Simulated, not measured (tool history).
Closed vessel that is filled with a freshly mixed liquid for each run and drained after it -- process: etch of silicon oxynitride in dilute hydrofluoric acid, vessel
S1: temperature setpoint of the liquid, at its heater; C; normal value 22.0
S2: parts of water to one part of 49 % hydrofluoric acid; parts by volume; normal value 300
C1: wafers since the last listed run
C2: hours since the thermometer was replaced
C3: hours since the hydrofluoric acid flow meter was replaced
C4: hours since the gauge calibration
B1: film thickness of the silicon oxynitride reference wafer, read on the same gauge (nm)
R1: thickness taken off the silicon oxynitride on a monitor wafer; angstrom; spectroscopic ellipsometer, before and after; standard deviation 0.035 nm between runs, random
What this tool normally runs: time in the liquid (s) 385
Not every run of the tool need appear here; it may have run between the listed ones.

Run 1, day 0.000: usual settings but S2 365 parts by volume; C1 0; C2 2414.7; C3 1551.7; C4 369.9; B1 79.985. Result: R1 34.56 angstrom.
Run 2, day 0.746: usual settings but S2 365 parts by volume; C1 1268; C2 2432.6; C3 1569.6; C4 387.8; B1 80.005. Result: R1 34.45 angstrom.
Run 3, day 1.475: usual settings but S1 24.0 C; C1 1240; C2 2450.1; C3 1587.1; C4 405.3; B1 79.975. Result: R1 48.06 angstrom.
Run 4, day 2.008: usual settings but S1 24.0 C; C1 907; C2 2462.9; C3 1599.9; C4 418.1; B1 80.021. Result: R1 47.47 angstrom.
Run 5, day 2.450: usual settings; C1 751; C2 2473.5; C3 1610.5; C4 428.7; B1 79.991. Result: R1 43.67 angstrom.
Run 6, day 2.754: usual settings but time in the liquid (s) 515; C1 517; C2 2480.8; C3 1617.8; C4 436.0; B1 80.001. Result: R1 57.82 angstrom.
Run 7, day 3.162: usual settings but time in the liquid (s) 515; C1 694; C2 2490.6; C3 1627.6; C4 445.8; B1 80.010. Result: R1 57.39 angstrom.
Run 8, day 3.617: usual settings but S2 375 parts by volume; C1 772; C2 2501.5; C3 1638.5; C4 456.7; B1 80.011. Result: R1 33.32 angstrom.
Run 9, day 5.450: usual settings but S2 375 parts by volume; C1 3119; C2 2545.5; C3 1682.5; C4 500.7; B1 80.022. Result: R1 32.67 angstrom.
Run 10, day 5.958: usual settings; C1 864; C2 2557.7; C3 1694.7; C4 512.9; B1 79.999. Result: R1 43.50 angstrom.
Run 11, day 6.579: usual settings; C1 1056; C2 2572.6; C3 1709.6; C4 527.8; B1 80.035. Result: R1 43.31 angstrom.
Run 12, day 7.188: usual settings; C1 1034; C2 2587.2; C3 1724.2; C4 542.4; B1 80.010. Result: R1 43.59 angstrom.
Run 13, day 7.683: usual settings but S2 340 parts by volume, time in the liquid (s) 200; C1 843; C2 2599.1; C3 1736.1; C4 554.3; B1 79.989. Result: R1 19.63 angstrom.
At day 8.129: thermometer replaced.
Run 14, day 8.254: usual settings; C1 900; C2 3.0; C3 1749.8; C4 568.0; B1 79.977. Result: R1 47.59 angstrom.
At day 8.700: hydrofluoric acid flow meter replaced.
Run 15, day 9.250: usual settings but S1 18.5 C, time in the liquid (s) 300; C1 1623; C2 26.9; C3 13.2; C4 591.9; B1 80.012. Result: R1 31.29 angstrom.
Run 16, day 9.967: usual settings but S1 17.5 C, time in the liquid (s) 315; C1 1219; C2 44.1; C3 30.4; C4 609.1; B1 80.011. Result: R1 31.43 angstrom.
Run 17, day 10.692: usual settings but time in the liquid (s) 505; C1 1233; C2 61.5; C3 47.8; C4 626.5; B1 79.993. Result: R1 62.41 angstrom.
Run 18, day 11.162: usual settings; C1 801; C2 72.8; C3 59.1; C4 637.8; B1 80.001. Result: R1 47.78 angstrom.
Run 19, day 11.475: usual settings; C1 531; C2 80.3; C3 66.6; C4 645.3; B1 79.983. Result: R1 47.09 angstrom.
Run 20, day 11.854: usual settings but S1 20.0 C, S2 215 parts by volume; C1 645; C2 89.4; C3 75.7; C4 654.4; B1 80.015. Result: R1 63.14 angstrom.
At day 12.921: gauge calibrated.
Run 21, day 13.979: usual settings but S1 20.0 C, S2 215 parts by volume; C1 3615; C2 140.4; C3 126.7; C4 25.4; B1 80.001. Result: R1 63.10 angstrom.
Run 22, day 14.675: usual settings; C1 1183; C2 157.1; C3 143.4; C4 42.1; B1 79.990. Result: R1 46.92 angstrom.
Run 23, day 16.775: usual settings but S1 18.5 C; C1 3572; C2 207.5; C3 193.8; C4 92.5; B1 79.979. Result: R1 40.19 angstrom.
Run 24, day 17.204: usual settings but S1 19.5 C, S2 425 parts by volume, time in the liquid (s) 570; C1 730; C2 217.8; C3 204.1; C4 102.8; B1 79.955. Result: R1 41.32 angstrom.
Run 25, day 17.517: usual settings; C1 531; C2 225.3; C3 211.6; C4 110.3; B1 80.006. Result: R1 47.13 angstrom.
Run 26, day 18.242: usual settings but S1 17.5 C, time in the liquid (s) 315; C1 1233; C2 242.7; C3 229.0; C4 127.7; B1 79.953. Result: R1 31.61 angstrom.
Run 27, day 18.846: usual settings but S1 24.0 C; C1 1027; C2 257.2; C3 243.5; C4 142.2; B1 79.997. Result: R1 51.17 angstrom.
Run 28, day 19.117: usual settings but S1 26.0 C, S2 400 parts by volume; C1 460; C2 263.7; C3 250.0; C4 148.7; B1 79.998. Result: R1 38.41 angstrom.
Run 29, day 19.592: usual settings but S1 20.5 C, S2 235 parts by volume, time in the liquid (s) 290; C1 808; C2 275.1; C3 261.4; C4 160.1; B1 79.962. Result: R1 44.05 angstrom.
Run 30, day 19.983: usual settings but S1 25.0 C, S2 235 parts by volume, time in the liquid (s) 570; C1 666; C2 284.5; C3 270.8; C4 169.5; B1 79.994. Result: R1 105.89 angstrom.
Run 31, day 20.267: usual settings but S1 26.5 C, S2 230 parts by volume; C1 482; C2 291.3; C3 277.6; C4 176.3; B1 80.028. Result: R1 77.39 angstrom.
Run 32, day 21.012: usual settings but S1 20.0 C, S2 425 parts by volume, time in the liquid (s) 220; C1 1268; C2 309.2; C3 295.5; C4 194.2; B1 79.966. Result: R1 15.99 angstrom.
Run 33, day 21.500: usual settings but S2 225 parts by volume, time in the liquid (s) 215; C1 829; C2 320.9; C3 307.2; C4 205.9; B1 80.007. Result: R1 36.53 angstrom.

Predict each of these 4 candidate next runs independently; none follows another, all start after run 33:
Run A, day 21.533: usual settings but time in the liquid (s) 600; C1 56; C2 321.7; C3 308.0; C4 206.7; B1 ?. Result: R1 ?.
Run B, day 21.533: usual settings but S2 205 parts by volume; C1 56; C2 321.7; C3 308.0; C4 206.7; B1 ?. Result: R1 ?.
Run C, day 21.533: usual settings but S1 26.5 C, S2 390 parts by volume, time in the liquid (s) 565; C1 56; C2 321.7; C3 308.0; C4 206.7; B1 ?. Result: R1 ?.
Run D, day 21.533: usual settings but S1 24.0 C, S2 225 parts by volume, time in the liquid (s) 520; C1 56; C2 321.7; C3 308.0; C4 206.7; B1 ?. Result: R1 ?.

run      B1     R1
  A  79.986  72.64
  B  79.986  72.57
  C  79.986  59.88
  D  79.986  96.37
Without the tool's unlogged condition, the same runs would have read:
run     R1
  A  74.82
  B  74.86
  C  61.52
  D  99.31

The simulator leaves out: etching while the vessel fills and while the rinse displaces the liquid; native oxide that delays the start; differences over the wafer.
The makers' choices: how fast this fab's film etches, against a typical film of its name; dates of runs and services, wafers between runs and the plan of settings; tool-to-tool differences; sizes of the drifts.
